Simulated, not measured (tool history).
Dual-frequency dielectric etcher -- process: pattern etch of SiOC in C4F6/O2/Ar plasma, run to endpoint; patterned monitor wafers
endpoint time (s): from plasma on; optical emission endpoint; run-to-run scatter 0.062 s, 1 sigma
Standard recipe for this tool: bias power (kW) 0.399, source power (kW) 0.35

| run | day | bias power (kW) | source power (kW) | incoming incoming film thickness, nm | endpoint time (s) |
|---|---|---|---|---|---|
| 1 | 0 | 0.353 | 0.35 | 51.1 | 21.5 |
| 2 | 0.408 | 0.353 | 0.35 | 51.9 | 21.8 |
| 3 | 0.667 | 0.353 | 0.35 | 51.6 | 21.5 |
| 4 | 1.333 | 0.372 | 0.37 | 51.5 | 20.3 |
| 5 | 1.883 | 0.372 | 0.37 | 51.5 | 20.2 |
| 6 | 2.554 | 0.464 | 0.39 | 51.7 | 17.6 |
| 7 | 2.829 | 0.464 | 0.39 | 51.8 | 17.6 |
| 8 | 3.242 | 0.399 | 0.35 | 52.4 | 20.4 |
|  | 3.921 | source power generator calibrated |
| 9 | 3.942 | 0.32 | 0.35 | 51.6 | 22.5 |
| 10 | 4.388 | 0.32 | 0.35 | 51.4 | 22.5 |
|  | 5.471 | bias power generator calibrated |
|  | 5.625 | wet clean of the chamber |
|  | 6.217 | upper electrode replaced |
| 11 | 6.238 | 0.32 | 0.35 | 52 | 23.4 |
| 12 | 6.25 | 0.358 | 0.35 | 51.3 | 21.8 |
| 13 | 6.262 | 0.399 | 0.27 | 52.1 | 24.9 |
| 14 | 6.279 | 0.399 | 0.38 | 52 | 20 |
| 15 | 6.292 | 0.303 | 0.35 | 52 | 24.2 |
| 16 | 6.671 | 0.399 | 0.35 | 51.7 | 20.8 |
| 17 | 7.133 | 0.399 | 0.35 | 51.2 | 20.5 |
| 18 | 7.767 | 0.399 | 0.32 | 51.7 | 21.7 |
| 19 | 8.446 | 0.473 | 0.42 | 51 | 16.9 |
| 20 | 8.808 | 0.331 | 0.35 | 51.5 | 22.7 |
| 21 | 9.317 | 0.399 | 0.32 | 51.9 | 21.8 |
| 22 | 9.629 | 0.399 | 0.39 | 51.5 | 19.3 |

How would selected steps in endpoint time (s) from run to run divide? Give the signed amount a tool lacking its hidden state would still show from settings, what came in and random variation, and the signed amount left for the hidden state, including any gauge scatter that is not in both of the compared results.
Unlogged tool condition in this case: etch rate over this chamber's usual, %; bias power that arrives over what is set, %; source power that arrives over what is set, %.
Run 7 -> 8: bias power (kW) 0.464 -> 0.399, source power (kW) 0.39 -> 0.35. endpoint time (s) +2.8: hidden state -0.2, all else +3.
Run 10 -> 11: bias power generator calibrated, wet clean of the chamber, upper electrode replaced. endpoint time (s) +0.9: hidden state +0.7, all else +0.2.
Run 13 -> 14: source power (kW) 0.27 -> 0.38. endpoint time (s) -4.9: hidden state +0.1, all else -5.
Run 19 -> 20: bias power (kW) 0.473 -> 0.331, source power (kW) 0.42 -> 0.35. endpoint time (s) +5.8: hidden state -0.1, all else +5.9.
